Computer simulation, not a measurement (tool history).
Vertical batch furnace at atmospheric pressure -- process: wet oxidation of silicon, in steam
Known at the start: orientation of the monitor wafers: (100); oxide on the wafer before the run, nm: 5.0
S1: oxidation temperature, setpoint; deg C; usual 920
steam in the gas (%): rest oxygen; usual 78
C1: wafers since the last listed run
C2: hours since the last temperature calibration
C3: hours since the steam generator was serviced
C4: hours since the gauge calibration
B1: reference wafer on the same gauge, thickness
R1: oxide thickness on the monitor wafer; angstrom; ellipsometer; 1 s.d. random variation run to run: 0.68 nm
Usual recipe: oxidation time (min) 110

{"run": 1, "day": 0.0, "S1": 920, "oxidation time (min)": 110, "steam in the gas (%)": 70, "C1": 0, "C2": 3613.2, "C3": 886.2, "C4": 420.9, "B1": 265.83, "R1": 2446.3}
{"run": 2, "day": 2.379, "S1": 920, "oxidation time (min)": 110, "steam in the gas (%)": 70, "C1": 583, "C2": 3670.3, "C3": 943.3, "C4": 478, "B1": 265.92, "R1": 2444.9}
{"run": 3, "day": 4.325, "S1": 920, "oxidation time (min)": 110, "steam in the gas (%)": 78, "C1": 477, "C2": 3717, "C3": 990, "C4": 524.7, "B1": 265.95, "R1": 2668.8}
{"run": 4, "day": 5.858, "S1": 920, "oxidation time (min)": 110, "steam in the gas (%)": 78, "C1": 376, "C2": 3753.8, "C3": 1026.8, "C4": 561.5, "B1": 265.8, "R1": 2668.9}
{"run": 5, "day": 7.208, "S1": 920, "oxidation time (min)": 110, "steam in the gas (%)": 84, "C1": 331, "C2": 3786.2, "C3": 1059.2, "C4": 593.9, "B1": 265.99, "R1": 2836.5}
{"run": 6, "day": 9.875, "S1": 920, "oxidation time (min)": 110, "steam in the gas (%)": 84, "C1": 654, "C2": 3850.2, "C3": 1123.2, "C4": 657.9, "B1": 265.99, "R1": 2840.8}
{"run": 7, "day": 11.812, "S1": 920, "oxidation time (min)": 110, "steam in the gas (%)": 84, "C1": 475, "C2": 3896.7, "C3": 1169.7, "C4": 704.4, "B1": 266.04, "R1": 2829.4}
{"run": 8, "day": 13.362, "S1": 920, "oxidation time (min)": 110, "steam in the gas (%)": 78, "C1": 380, "C2": 3933.9, "C3": 1206.9, "C4": 741.6, "B1": 266.08, "R1": 2672.6}
{"day": 14.925, "done": "thermocouples replaced and temperature profile calibrated"}
{"run": 9, "day": 16.15, "S1": 920, "oxidation time (min)": 129, "steam in the gas (%)": 81, "C1": 438, "C2": 29.4, "C3": 1273.8, "C4": 808.5, "B1": 265.94, "R1": 2971.8}
{"run": 10, "day": 17.529, "S1": 920, "oxidation time (min)": 129, "steam in the gas (%)": 81, "C1": 338, "C2": 62.5, "C3": 1306.9, "C4": 841.6, "B1": 266.13, "R1": 2979.4}
{"run": 11, "day": 19.996, "S1": 920, "oxidation time (min)": 110, "steam in the gas (%)": 78, "C1": 605, "C2": 121.7, "C3": 1366.1, "C4": 900.8, "B1": 265.92, "R1": 2534.2}
{"run": 12, "day": 22.829, "S1": 920, "oxidation time (min)": 110, "steam in the gas (%)": 84, "C1": 694, "C2": 189.7, "C3": 1434.1, "C4": 968.8, "B1": 266.15, "R1": 2692.4}
{"day": 24.671, "done": "gauge calibrated"}
{"run": 13, "day": 24.838, "S1": 920, "oxidation time (min)": 152, "steam in the gas (%)": 70, "C1": 492, "C2": 237.9, "C3": 1482.3, "C4": 4, "B1": 265.91, "R1": 2997.7}
{"day": 25.933, "done": "steam generator serviced"}
{"run": 14, "day": 27.267, "S1": 911, "oxidation time (min)": 56.5, "steam in the gas (%)": 81, "C1": 350, "C2": 296.2, "C3": 32, "C4": 62.3, "B1": 265.8, "R1": 1384}
{"run": 15, "day": 28.65, "S1": 920, "oxidation time (min)": 110, "steam in the gas (%)": 70, "C1": 339, "C2": 329.4, "C3": 65.2, "C4": 95.5, "B1": 266.01, "R1": 2370.5}
{"run": 16, "day": 31.404, "S1": 920, "oxidation time (min)": 110, "steam in the gas (%)": 67, "C1": 675, "C2": 395.5, "C3": 131.3, "C4": 161.6, "B1": 266.04, "R1": 2300.7}
{"run": 17, "day": 34.333, "S1": 920, "oxidation time (min)": 110, "steam in the gas (%)": 78, "C1": 718, "C2": 465.8, "C3": 201.6, "C4": 231.9, "B1": 266, "R1": 2586.5}
{"run": 18, "day": 35.812, "S1": 908, "oxidation time (min)": 136, "steam in the gas (%)": 83, "C1": 362, "C2": 501.3, "C3": 237.1, "C4": 267.4, "B1": 266.12, "R1": 2841.5}
{"run": 19, "day": 38.5, "S1": 909, "oxidation time (min)": 71, "steam in the gas (%)": 71, "C1": 659, "C2": 565.8, "C3": 301.6, "C4": 331.9, "B1": 265.86, "R1": 1471.4}
{"run": 20, "day": 40.904, "S1": 935, "oxidation time (min)": 110, "steam in the gas (%)": 90, "C1": 589, "C2": 623.5, "C3": 359.3, "C4": 389.6, "B1": 266.17, "R1": 3328.4}
{"run": 21, "day": 43.633, "S1": 905, "oxidation time (min)": 129.5, "steam in the gas (%)": 89, "C1": 669, "C2": 689, "C3": 424.8, "C4": 455.1, "B1": 266.15, "R1": 2791.1}

Alternative continuations, all from the tool just after run 21; predict every row:
{"run": "A", "day": 43.838, "S1": 920, "oxidation time (min)": 110, "steam in the gas (%)": 78, "C1": 50, "C2": 693.9, "C3": 429.7, "C4": 460, "B1": "?", "R1": "?"}
{"run": "B", "day": 43.838, "S1": 930, "oxidation time (min)": 91.5, "steam in the gas (%)": 89, "C1": 50, "C2": 693.9, "C3": 429.7, "C4": 460, "B1": "?", "R1": "?"}
{"run": "C", "day": 43.838, "S1": 896, "oxidation time (min)": 139.5, "steam in the gas (%)": 89, "C1": 50, "C2": 693.9, "C3": 429.7, "C4": 460, "B1": "?", "R1": "?"}
{"run": "D", "day": 43.838, "S1": 920, "oxidation time (min)": 57, "steam in the gas (%)": 78, "C1": 50, "C2": 693.9, "C3": 429.7, "C4": 460, "B1": "?", "R1": "?"}
{"run": "E", "day": 43.838, "S1": 943, "oxidation time (min)": 124, "steam in the gas (%)": 82, "C1": 50, "C2": 693.9, "C3": 429.7, "C4": 460, "B1": "?", "R1": "?"}

run=A B1=266.18 R1=2574.2
run=B B1=266.18 R1=2721.8
run=C B1=266.18 R1=2655.2
run=D B1=266.18 R1=1493.5
run=E B1=266.18 R1=3628.8
Without the tool's unlogged condition, the same runs would have read:
run=A R1=2575.7
run=B R1=2724.2
run=C R1=2652.2
run=D R1=1493.8
run=E R1=3632.7
